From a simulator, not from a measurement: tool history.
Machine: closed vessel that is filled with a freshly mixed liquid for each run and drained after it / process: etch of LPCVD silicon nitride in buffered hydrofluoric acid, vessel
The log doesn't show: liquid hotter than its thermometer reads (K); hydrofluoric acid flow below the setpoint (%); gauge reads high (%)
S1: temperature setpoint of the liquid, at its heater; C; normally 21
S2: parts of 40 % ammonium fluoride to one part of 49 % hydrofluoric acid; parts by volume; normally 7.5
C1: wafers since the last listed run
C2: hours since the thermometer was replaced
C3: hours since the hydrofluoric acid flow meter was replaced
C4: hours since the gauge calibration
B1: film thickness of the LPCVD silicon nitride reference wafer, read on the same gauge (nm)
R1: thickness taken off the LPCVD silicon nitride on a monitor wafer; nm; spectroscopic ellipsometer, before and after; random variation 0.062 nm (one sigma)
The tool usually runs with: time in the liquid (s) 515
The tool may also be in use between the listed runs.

run 1 hour=0 | S1=21 S2=7.5 time_in_the_liquid_(s)=515 | C1=0 C2=1914 C3=135.6 C4=568.2 | B1=40 | R1=8.13
run 2 hour=76.1 | S1=21 S2=7.5 time_in_the_liquid_(s)=330 | C1=6325 C2=1990.1 C3=211.7 C4=644.3 | B1=40.04 | R1=5.27
run 3 hour=181.2 | S1=21 S2=7.5 time_in_the_liquid_(s)=330 | C1=8735 C2=2095.2 C3=316.8 C4=749.4 | B1=39.99 | R1=5.24
run 4 hour=250 | S1=21 S2=7.5 time_in_the_liquid_(s)=330 | C1=5718 C2=2164 C3=385.6 C4=818.2 | B1=39.97 | R1=5.13
run 5 hour=286.6 | S1=21 S2=7.5 time_in_the_liquid_(s)=515 | C1=3042 C2=2200.6 C3=422.2 C4=854.8 | B1=40.06 | R1=8.21
-- hour=332.7 gauge calibrated
run 6 hour=394.4 | S1=21 S2=7.5 time_in_the_liquid_(s)=515 | C1=8960 C2=2308.4 C3=530 C4=61.7 | B1=40.03 | R1=7.96
run 7 hour=482.3 | S1=21 S2=7.5 time_in_the_liquid_(s)=515 | C1=7306 C2=2396.3 C3=617.9 C4=149.6 | B1=39.98 | R1=8.02
run 8 hour=554.8 | S1=24 S2=7.5 time_in_the_liquid_(s)=515 | C1=6026 C2=2468.8 C3=690.4 C4=222.1 | B1=40.01 | R1=9.48
-- hour=600.3 hydrofluoric acid flow meter replaced
run 9 hour=601.6 | S1=21 S2=9 time_in_the_liquid_(s)=315 | C1=3806 C2=2515.6 C3=1.3 C4=268.9 | B1=39.97 | R1=4.35
run 10 hour=660.9 | S1=17 S2=5.5 time_in_the_liquid_(s)=300 | C1=4928 C2=2574.9 C3=60.6 C4=328.2 | B1=40.02 | R1=5.26
-- hour=707.8 thermometer replaced
run 11 hour=747.7 | S1=23.5 S2=5 time_in_the_liquid_(s)=825 | C1=7131 C2=39.9 C3=147.4 C4=415 | B1=39.98 | R1=19.97
run 12 hour=789.9 | S1=21 S2=7.5 time_in_the_liquid_(s)=515 | C1=3507 C2=82.1 C3=189.6 C4=457.2 | B1=40.01 | R1=7.59
run 13 hour=868.6 | S1=21 S2=7.5 time_in_the_liquid_(s)=515 | C1=6541 C2=160.8 C3=268.3 C4=535.9 | B1=40.05 | R1=7.55
run 14 hour=937.4 | S1=17 S2=9 time_in_the_liquid_(s)=295 | C1=5718 C2=229.6 C3=337.1 C4=604.7 | B1=40.03 | R1=2.85
run 15 hour=983.9 | S1=23 S2=6 time_in_the_liquid_(s)=245 | C1=3865 C2=276.1 C3=383.6 C4=651.2 | B1=39.98 | R1=4.97
run 16 hour=1029.5 | S1=17 S2=10 time_in_the_liquid_(s)=515 | C1=3790 C2=321.7 C3=429.2 C4=696.8 | B1=40.03 | R1=4.66

3 options for the next run, each taken on its own from the tool as it stands now. Forecast them:
run A hour=1030.3 | S1=21 S2=7.5 time_in_the_liquid_(s)=515 | C1=66 C2=322.5 C3=430 C4=697.6 | B1=? | R1=?
run B hour=1030.3 | S1=21 S2=7.5 time_in_the_liquid_(s)=605 | C1=66 C2=322.5 C3=430 C4=697.6 | B1=? | R1=?
run C hour=1030.3 | S1=23.5 S2=7.5 time_in_the_liquid_(s)=515 | C1=66 C2=322.5 C3=430 C4=697.6 | B1=? | R1=?

run=A B1=40.02 R1=7.5
run=B B1=40.02 R1=8.81
run=C B1=40.02 R1=8.6
Had the tool no hidden state, the same runs would have come out as:
run=A R1=7.52
run=B R1=8.83
run=C R1=8.63
